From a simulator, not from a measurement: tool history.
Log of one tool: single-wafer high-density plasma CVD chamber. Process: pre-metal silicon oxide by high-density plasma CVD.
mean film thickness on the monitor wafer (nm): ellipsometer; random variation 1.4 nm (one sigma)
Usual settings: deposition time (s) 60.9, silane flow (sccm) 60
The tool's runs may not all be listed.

| run | hour | deposition time (s) | silane flow (sccm) | read-back reference wafer on the same gauge, thickness_nm | mean film thickness on the monitor wafer (nm) |
|---|---|---|---|---|---|
| 1 | 0.0 | 60.9 | 60 | 421.388 | 375.562 |
| 2 | 62.2 | 60.9 | 60 | 421.350 | 375.584 |
| 3 | 97.5 | 60.9 | 60 | 421.090 | 376.854 |
| 4 | 137.6 | 60.9 | 60 | 420.664 | 377.216 |
| 5 | 208.2 | 60.9 | 54 | 420.775 | 347.693 |
| 6 | 251.3 | 69.9 | 60 | 421.086 | 434.092 |
| 7 | 286.8 | 69.9 | 60 | 421.255 | 430.416 |
| 8 | 352.2 | 60.9 | 60 | 420.719 | 377.712 |
| 9 | 386.9 | 60.9 | 60 | 420.797 | 378.497 |
| 10 | 588.5 | 60.9 | 52 | 421.125 | 337.294 |
| 11 | 638.7 | 60.9 | 60 | 420.991 | 376.349 |
|  | 696.5 | gauge calibrated |
| 12 | 703.7 | 60.9 | 60 | 421.301 | 377.266 |
| 13 | 915.0 | 60.9 | 60 | 420.857 | 378.624 |
| 14 | 939.5 | 60.9 | 60 | 421.183 | 378.736 |
| 15 | 1007.7 | 60.9 | 60 | 420.925 | 379.138 |
| 16 | 1063.3 | 64.7 | 68 | 420.925 | 446.733 |
| 17 | 1100.0 | 64.7 | 68 | 420.638 | 444.625 |
| 18 | 1169.6 | 60.9 | 66 | 420.834 | 408.487 |
| 19 | 1237.1 | 63.7 | 60 | 421.330 | 397.861 |
| 20 | 1269.9 | 63.7 | 60 | 421.259 | 397.489 |
| 21 | 1303.3 | 67.8 | 70 | 420.648 | 477.051 |
| 22 | 1363.2 | 60.9 | 60 | 421.347 | 381.414 |
| 23 | 1409.2 | 71.7 | 68 | 420.862 | 495.475 |
| 24 | 1472.7 | 53.8 | 63 | 421.025 | 348.108 |
| 25 | 1506.0 | 64.4 | 56 | 421.021 | 381.581 |
| 26 | 1552.1 | 60.9 | 60 | 420.710 | 383.099 |
| 27 | 1600.4 | 60.9 | 48 | 421.105 | 321.636 |
| 28 | 1634.6 | 50.4 | 71 | 420.846 | 361.064 |
| 29 | 1673.1 | 60.9 | 64 | 421.286 | 403.052 |
| 30 | 1713.2 | 69.6 | 53 | 421.085 | 393.235 |
| 31 | 1744.1 | 51.2 | 67 | 421.244 | 351.368 |
| 32 | 1791.0 | 60.9 | 60 | 421.202 | 382.446 |
| 33 | 1815.8 | 60.9 | 60 | 420.398 | 380.576 |
|  | 1834.6 | silane flow controller replaced |
| 34 | 1853.7 | 60.9 | 60 | 420.786 | 358.935 |
| 35 | 2008.1 | 67.0 | 64 | 421.175 | 419.986 |
| 36 | 2045.6 | 68.4 | 64 | 420.718 | 427.499 |
| 37 | 2075.8 | 60.9 | 63 | 421.139 | 375.207 |
| 38 | 2145.2 | 54.6 | 60 | 420.608 | 322.788 |
| 39 | 2199.3 | 53.5 | 69 | 420.835 | 357.660 |
| 40 | 2262.8 | 68.3 | 72 | 421.019 | 471.218 |
| 41 | 2307.0 | 64.6 | 51 | 420.976 | 338.707 |

The same runs without the tool's hidden state, with the same run-to-run variation:
The hidden state here: delivered silane flow above the setpoint (%); gauge reads high (%).
| run | mean film thickness on the monitor wafer (nm) |
|---|---|
| 1 | 362.316 |
| 2 | 362.129 |
| 3 | 363.235 |
| 4 | 363.449 |
| 5 | 334.784 |
| 6 | 417.809 |
| 7 | 414.135 |
| 8 | 363.205 |
| 9 | 363.843 |
| 10 | 323.633 |
| 11 | 360.939 |
| 12 | 361.601 |
| 13 | 362.198 |
| 14 | 362.225 |
| 15 | 362.381 |
| 16 | 426.771 |
| 17 | 424.615 |
| 18 | 389.855 |
| 19 | 379.478 |
| 20 | 379.010 |
| 21 | 454.733 |
| 22 | 363.371 |
| 23 | 471.838 |
| 24 | 331.309 |
| 25 | 363.056 |
| 26 | 364.346 |
| 27 | 305.757 |
| 28 | 343.131 |
| 29 | 382.900 |
| 30 | 373.437 |
| 31 | 333.584 |
| 32 | 362.933 |
| 33 | 361.077 |
| 34 | 360.197 |
| 35 | 420.837 |
| 36 | 428.210 |
| 37 | 375.721 |
| 38 | 323.016 |
| 39 | 357.726 |
| 40 | 471.017 |
| 41 | 338.419 |
